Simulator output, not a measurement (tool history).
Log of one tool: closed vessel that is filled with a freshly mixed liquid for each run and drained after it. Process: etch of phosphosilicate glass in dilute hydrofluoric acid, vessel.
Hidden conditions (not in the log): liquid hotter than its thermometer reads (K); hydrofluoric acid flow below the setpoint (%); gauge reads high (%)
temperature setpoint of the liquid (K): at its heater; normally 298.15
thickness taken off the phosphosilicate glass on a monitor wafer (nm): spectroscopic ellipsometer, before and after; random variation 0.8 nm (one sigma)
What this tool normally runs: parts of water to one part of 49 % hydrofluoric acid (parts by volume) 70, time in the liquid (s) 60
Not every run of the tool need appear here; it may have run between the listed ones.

run	hour	temperature setpoint of the liquid (K)	parts of water to one part of 49 % hydrofluoric acid (parts by volume)	time in the liquid (s)	wafers since the last listed run	hours since the thermometer was replaced	hours since the hydrofluoric acid flow meter was replaced	hours since the gauge calibration	read-back film thickness of the phosphosilicate glass reference wafer, read on the same gauge (nm)	thickness taken off the phosphosilicate glass on a monitor wafer (nm)
1	0.0	298.15	70	50	0	746.6	56.7	557.8	130.01	146.35
2	74.7	298.15	70	50	10883	821.3	131.4	632.5	129.99	143.94
3	127.4	298.15	70	60	7678	874.0	184.1	685.2	129.99	173.45
4	173.0	298.15	70	60	6643	919.6	229.7	730.8	129.98	174.87
5	277.4	298.15	70	60	15210	1024.0	334.1	835.2	130.01	175.74
6	344.5	295.15	70	60	9776	1091.1	401.2	902.3	130.00	154.88
7	396.8	295.15	70	60	7619	1143.4	453.5	954.6	129.98	154.91
8	483.4	295.15	70	60	12617	1230.0	540.1	1041.2	130.00	155.78
9	548.3	301.65	60	60	9455	1294.9	605.0	1106.1	130.02	237.17
10	634.6	301.65	60	60	12573	1381.2	691.3	1192.4	129.97	238.74
11	698.0	301.65	60	60	9237	1444.6	754.7	1255.8	130.00	241.02
12	769.9	298.15	70	60	10475	1516.5	826.6	1327.7	129.98	177.97
13	860.8	298.15	70	60	13243	1607.4	917.5	1418.6	130.02	177.77
# hour 872.9: thermometer replaced
14	928.9	302.65	70	40	9776	56.0	985.6	1486.7	129.97	135.69
15	992.1	302.65	50	60	9207	119.2	1048.8	1549.9	130.01	292.11
# hour 1029.9: gauge calibrated
16	1030.3	293.65	55	95	5565	157.4	1087.0	0.4	130.01	291.48
17	1079.5	294.65	35	90	7168	206.6	1136.2	49.6	130.01	465.91
18	1169.8	298.15	70	60	13156	296.9	1226.5	139.9	130.00	171.74
19	1241.7	301.65	70	60	10475	368.8	1298.4	211.8	130.00	197.83
20	1289.4	294.65	70	60	6949	416.5	1346.1	259.5	130.01	150.10
21	1365.2	300.15	40	70	11043	492.3	1421.9	335.3	129.99	399.89
# hour 1413.3: hydrofluoric acid flow meter replaced
22	1420.6	294.65	35	90	7925	547.7	7.3	390.7	130.00	475.42
23	1541.2	298.15	70	60	17570	668.3	127.9	511.3	130.03	174.07
24	1635.0	300.15	70	40	13666	762.1	221.7	605.1	130.01	125.53
25	1695.6	300.15	105	80	8829	822.7	282.3	665.7	129.98	160.54
26	1779.8	298.15	70	60	12267	906.9	366.5	749.9	130.00	175.13
27	1847.0	293.15	60	90	9790	974.1	433.7	817.1	129.98	251.11

4 options for the next run, each taken on its own from the tool as it stands now. Forecast them:
A	1847.7	298.15	70	60	101	974.8	434.4	817.8	?	?
B	1847.7	298.15	45	60	101	974.8	434.4	817.8	?	?
C	1847.7	302.65	60	30	101	974.8	434.4	817.8	?	?
D	1847.7	300.15	70	30	101	974.8	434.4	817.8	?	?

run	read-back film thickness of the phosphosilicate glass reference wafer, read on the same gauge (nm)	thickness taken off the phosphosilicate glass on a monitor wafer (nm)
A	130.00	173.98
B	130.00	280.08
C	130.00	122.88
D	130.00	94.15
Without the tool's hidden state the same runs would have given:
run	thickness taken off the phosphosilicate glass on a monitor wafer (nm)
A	168.22
B	270.63
C	118.93
D	91.09
